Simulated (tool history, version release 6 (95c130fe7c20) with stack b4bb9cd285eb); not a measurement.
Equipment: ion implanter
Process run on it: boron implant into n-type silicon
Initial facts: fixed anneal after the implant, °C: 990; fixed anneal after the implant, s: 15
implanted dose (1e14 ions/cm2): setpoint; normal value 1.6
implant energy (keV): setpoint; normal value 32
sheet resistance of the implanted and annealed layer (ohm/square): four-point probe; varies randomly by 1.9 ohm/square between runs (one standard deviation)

run,day,implanted dose (1e14 ions/cm2),implant energy (keV),"read-back reference wafer on the same gauge, sheet resistance",sheet resistance of the implanted and annealed layer (ohm/square)
1,0,1.6,32,391.78,461.31
2,0.858,1.6,32,392.17,461
3,2.029,1.6,32,392.1,463.66
4,2.783,1.6,32,391.66,458.69
5,3.55,1.6,32,392.13,461.59
6,4.254,1.6,32,391.96,460.34
7,5.067,1.6,32,391.58,461.25
# day 5.592: extraction supply calibrated
8,5.721,1.6,32,391.89,459.36
9,6.342,1.14,26,391.96,609.4
# day 7.638: gauge calibrated
# day 7.846: Faraday cup replaced and dose calibrated
10,7.867,1.21,41.5,391.94,555.99
11,9.062,1.6,24,391.98,499.75
12,11.388,1.6,32,391.7,475.49
13,14.033,1.15,26.5,392.18,626.85
14,15.258,1.24,22,392.27,611.24

How would selected steps in sheet resistance of the implanted and annealed layer (ohm/square) from run to run divide? Give the signed amount a tool lacking its hidden state would still show from settings, what came in and random variation, and the signed amount left for the hidden state, including any gauge scatter that is not in both of the compared results.
What the log doesn't record here: deviation of the true dose from the Faraday cup's reading, %; deviation of the true energy from its setpoint, %; gauge reads high (%).
Run 9 -> 10: implanted dose (1e14 ions/cm2) 1.14 -> 1.21, implant energy (keV) 26 -> 41.5, gauge calibrated, Faraday cup replaced and dose calibrated. sheet resistance of the implanted and annealed layer (ohm/square) -53.41: hidden state +27.04, all else -80.45.
Run 12 -> 13: implanted dose (1e14 ions/cm2) 1.6 -> 1.15, implant energy (keV) 32 -> 26.5. sheet resistance of the implanted and annealed layer (ohm/square) +151.36: hidden state -2.37, all else +153.73.
